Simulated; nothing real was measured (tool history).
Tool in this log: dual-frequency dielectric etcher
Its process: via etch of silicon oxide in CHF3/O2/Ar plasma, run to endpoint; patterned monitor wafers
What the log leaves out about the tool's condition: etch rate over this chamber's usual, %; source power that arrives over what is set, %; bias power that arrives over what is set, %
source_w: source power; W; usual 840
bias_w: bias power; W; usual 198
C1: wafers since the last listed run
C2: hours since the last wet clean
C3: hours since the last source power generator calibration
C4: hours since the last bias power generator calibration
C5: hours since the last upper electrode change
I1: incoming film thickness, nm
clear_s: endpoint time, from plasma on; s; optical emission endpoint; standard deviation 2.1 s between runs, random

{"run": 1, "hour": 0.0, "source_w": 840, "bias_w": 198, "C1": 0, "C2": 388.2, "C3": 1295.7, "C4": 319.1, "C5": 3264.9, "I1": 759.3, "clear_s": 338.8}
{"run": 2, "hour": 54.9, "source_w": 840, "bias_w": 198, "C1": 171, "C2": 443.1, "C3": 1350.6, "C4": 374, "C5": 3319.8, "I1": 754.2, "clear_s": 335.7}
{"run": 3, "hour": 147.7, "source_w": 840, "bias_w": 198, "C1": 290, "C2": 535.9, "C3": 1443.4, "C4": 466.8, "C5": 3412.6, "I1": 760.4, "clear_s": 342.4}
{"run": 4, "hour": 233.9, "source_w": 840, "bias_w": 198, "C1": 270, "C2": 622.1, "C3": 1529.6, "C4": 553, "C5": 3498.8, "I1": 758.5, "clear_s": 344.4}
{"run": 5, "hour": 374.6, "source_w": 840, "bias_w": 198, "C1": 440, "C2": 762.8, "C3": 1670.3, "C4": 693.7, "C5": 3639.5, "I1": 758.9, "clear_s": 345.6}
{"hour": 435.4, "done": "wet clean of the chamber"}
{"run": 6, "hour": 482.3, "source_w": 720, "bias_w": 164, "C1": 262, "C2": 46.9, "C3": 1778, "C4": 801.4, "C5": 3747.2, "I1": 758.4, "clear_s": 378.1}
{"run": 7, "hour": 588.7, "source_w": 720, "bias_w": 164, "C1": 333, "C2": 153.3, "C3": 1884.4, "C4": 907.8, "C5": 3853.6, "I1": 754.3, "clear_s": 379.8}
{"run": 8, "hour": 695.5, "source_w": 720, "bias_w": 164, "C1": 334, "C2": 260.1, "C3": 1991.2, "C4": 1014.6, "C5": 3960.4, "I1": 753.4, "clear_s": 379.2}
{"run": 9, "hour": 999.9, "source_w": 840, "bias_w": 198, "C1": 953, "C2": 564.5, "C3": 2295.6, "C4": 1319, "C5": 4264.8, "I1": 753.7, "clear_s": 335.8}
{"run": 10, "hour": 1078.1, "source_w": 840, "bias_w": 198, "C1": 244, "C2": 642.7, "C3": 2373.8, "C4": 1397.2, "C5": 4343, "I1": 753.1, "clear_s": 337.4}
{"hour": 1302.3, "done": "wet clean of the chamber"}
{"run": 11, "hour": 1374.5, "source_w": 840, "bias_w": 198, "C1": 853, "C2": 72.2, "C3": 2670.2, "C4": 1693.6, "C5": 4639.4, "I1": 751.7, "clear_s": 323.3}
{"hour": 1406.7, "done": "bias power generator calibrated"}
{"run": 12, "hour": 1448.7, "source_w": 840, "bias_w": 198, "C1": 219, "C2": 146.4, "C3": 2744.4, "C4": 42, "C5": 4713.6, "I1": 756, "clear_s": 328}
{"run": 13, "hour": 1517.3, "source_w": 840, "bias_w": 226, "C1": 214, "C2": 215, "C3": 2813, "C4": 110.6, "C5": 4782.2, "I1": 751.1, "clear_s": 306.7}
{"run": 14, "hour": 1566.4, "source_w": 840, "bias_w": 226, "C1": 153, "C2": 264.1, "C3": 2862.1, "C4": 159.7, "C5": 4831.3, "I1": 755.4, "clear_s": 310.9}
{"hour": 1598.9, "done": "source power generator calibrated"}
{"run": 15, "hour": 1793.8, "source_w": 950, "bias_w": 177, "C1": 699, "C2": 491.5, "C3": 194.9, "C4": 387.1, "C5": 5058.7, "I1": 760.3, "clear_s": 337.2}
{"hour": 1896.8, "done": "upper electrode replaced"}
{"hour": 2138.3, "done": "wet clean of the chamber"}
{"run": 16, "hour": 2138.8, "source_w": 950, "bias_w": 177, "C1": 930, "C2": 0.5, "C3": 539.9, "C4": 732.1, "C5": 242, "I1": 755.1, "clear_s": 333}
{"run": 17, "hour": 2205.6, "source_w": 840, "bias_w": 198, "C1": 209, "C2": 67.3, "C3": 606.7, "C4": 798.9, "C5": 308.8, "I1": 750.7, "clear_s": 328.2}
{"run": 18, "hour": 2514.9, "source_w": 840, "bias_w": 198, "C1": 969, "C2": 376.6, "C3": 916, "C4": 1108.2, "C5": 618.1, "I1": 756, "clear_s": 338.5}
{"run": 19, "hour": 2594.0, "source_w": 840, "bias_w": 226, "C1": 247, "C2": 455.7, "C3": 995.1, "C4": 1187.3, "C5": 697.2, "I1": 751.9, "clear_s": 317.5}
{"run": 20, "hour": 2671.5, "source_w": 840, "bias_w": 198, "C1": 242, "C2": 533.2, "C3": 1072.6, "C4": 1264.8, "C5": 774.7, "I1": 755.9, "clear_s": 339.9}
{"run": 21, "hour": 2721.0, "source_w": 670, "bias_w": 168, "C1": 155, "C2": 582.7, "C3": 1122.1, "C4": 1314.3, "C5": 824.2, "I1": 749.1, "clear_s": 402.5}
{"run": 22, "hour": 2769.5, "source_w": 780, "bias_w": 217, "C1": 151, "C2": 631.2, "C3": 1170.6, "C4": 1362.8, "C5": 872.7, "I1": 759.3, "clear_s": 339.8}
{"run": 23, "hour": 2806.8, "source_w": 760, "bias_w": 181, "C1": 116, "C2": 668.5, "C3": 1207.9, "C4": 1400.1, "C5": 910, "I1": 753.5, "clear_s": 369}
{"hour": 2833.7, "done": "wet clean of the chamber"}
{"run": 24, "hour": 2854.5, "source_w": 670, "bias_w": 167, "C1": 74, "C2": 20.8, "C3": 1255.6, "C4": 1447.8, "C5": 957.7, "I1": 757.3, "clear_s": 391.5}
{"run": 25, "hour": 2925.4, "source_w": 920, "bias_w": 243, "C1": 222, "C2": 91.7, "C3": 1326.5, "C4": 1518.7, "C5": 1028.6, "I1": 751.5, "clear_s": 289.8}
{"run": 26, "hour": 2964.6, "source_w": 840, "bias_w": 198, "C1": 122, "C2": 130.9, "C3": 1365.7, "C4": 1557.9, "C5": 1067.8, "I1": 760, "clear_s": 332.9}
{"run": 27, "hour": 3045.6, "source_w": 840, "bias_w": 198, "C1": 253, "C2": 211.9, "C3": 1446.7, "C4": 1638.9, "C5": 1148.8, "I1": 753.9, "clear_s": 330.9}
{"hour": 3078.7, "done": "bias power generator calibrated"}
{"run": 28, "hour": 3182.1, "source_w": 840, "bias_w": 198, "C1": 415, "C2": 348.4, "C3": 1583.2, "C4": 103.4, "C5": 1285.3, "I1": 759.2, "clear_s": 335.4}
{"run": 29, "hour": 3274.3, "source_w": 980, "bias_w": 161, "C1": 288, "C2": 440.6, "C3": 1675.4, "C4": 195.6, "C5": 1377.5, "I1": 751.2, "clear_s": 345.3}
{"run": 30, "hour": 3368.1, "source_w": 720, "bias_w": 211, "C1": 293, "C2": 534.4, "C3": 1769.2, "C4": 289.4, "C5": 1471.3, "I1": 761.5, "clear_s": 355.9}
{"run": 31, "hour": 3419.1, "source_w": 720, "bias_w": 164, "C1": 159, "C2": 585.4, "C3": 1820.2, "C4": 340.4, "C5": 1522.3, "I1": 764.1, "clear_s": 402.6}
{"run": 32, "hour": 3484.2, "source_w": 950, "bias_w": 166, "C1": 203, "C2": 650.5, "C3": 1885.3, "C4": 405.5, "C5": 1587.4, "I1": 761.2, "clear_s": 358.1}
{"hour": 3732.0, "done": "wet clean of the chamber"}
{"run": 33, "hour": 3779.3, "source_w": 840, "bias_w": 198, "C1": 849, "C2": 47.3, "C3": 2180.4, "C4": 700.6, "C5": 1882.5, "I1": 763.3, "clear_s": 331.9}
{"run": 34, "hour": 3850.4, "source_w": 900, "bias_w": 160, "C1": 222, "C2": 118.4, "C3": 2251.5, "C4": 771.7, "C5": 1953.6, "I1": 752.5, "clear_s": 349.6}
{"hour": 3885.9, "done": "source power generator calibrated"}
{"run": 35, "hour": 3937.0, "source_w": 950, "bias_w": 239, "C1": 258, "C2": 205, "C3": 51.1, "C4": 858.3, "C5": 2040.2, "I1": 756.3, "clear_s": 291}
{"run": 36, "hour": 3992.7, "source_w": 920, "bias_w": 154, "C1": 174, "C2": 260.7, "C3": 106.8, "C4": 914, "C5": 2095.9, "I1": 755.6, "clear_s": 359.1}

What was the tool's hidden state at every run in the log?
source power that arrives over what is set, %: 0 in every run
bias power that arrives over what is set, %: 0 in every run
H1: etch rate over this chamber's usual, %
run=1 H1=-3.03
run=2 H1=-3.39
run=3 H1=-4
run=4 H1=-4.56
run=5 H1=-5.48
run=6 H1=0.228
run=7 H1=-0.469
run=8 H1=-1.17
run=9 H1=-3.17
run=10 H1=-3.68
run=11 H1=-0.131
run=12 H1=-0.618
run=13 H1=-1.07
run=14 H1=-1.39
run=15 H1=-2.88
run=16 H1=-0.72
run=17 H1=-1.16
run=18 H1=-3.19
run=19 H1=-3.71
run=20 H1=-4.21
run=21 H1=-4.54
run=22 H1=-4.86
run=23 H1=-5.1
run=24 H1=-0.855
run=25 H1=-1.32
run=26 H1=-1.58
run=27 H1=-2.11
run=28 H1=-3
run=29 H1=-3.61
run=30 H1=-4.22
run=31 H1=-4.56
run=32 H1=-4.98
run=33 H1=-0.471
run=34 H1=-0.937
run=35 H1=-1.5
run=36 H1=-1.87
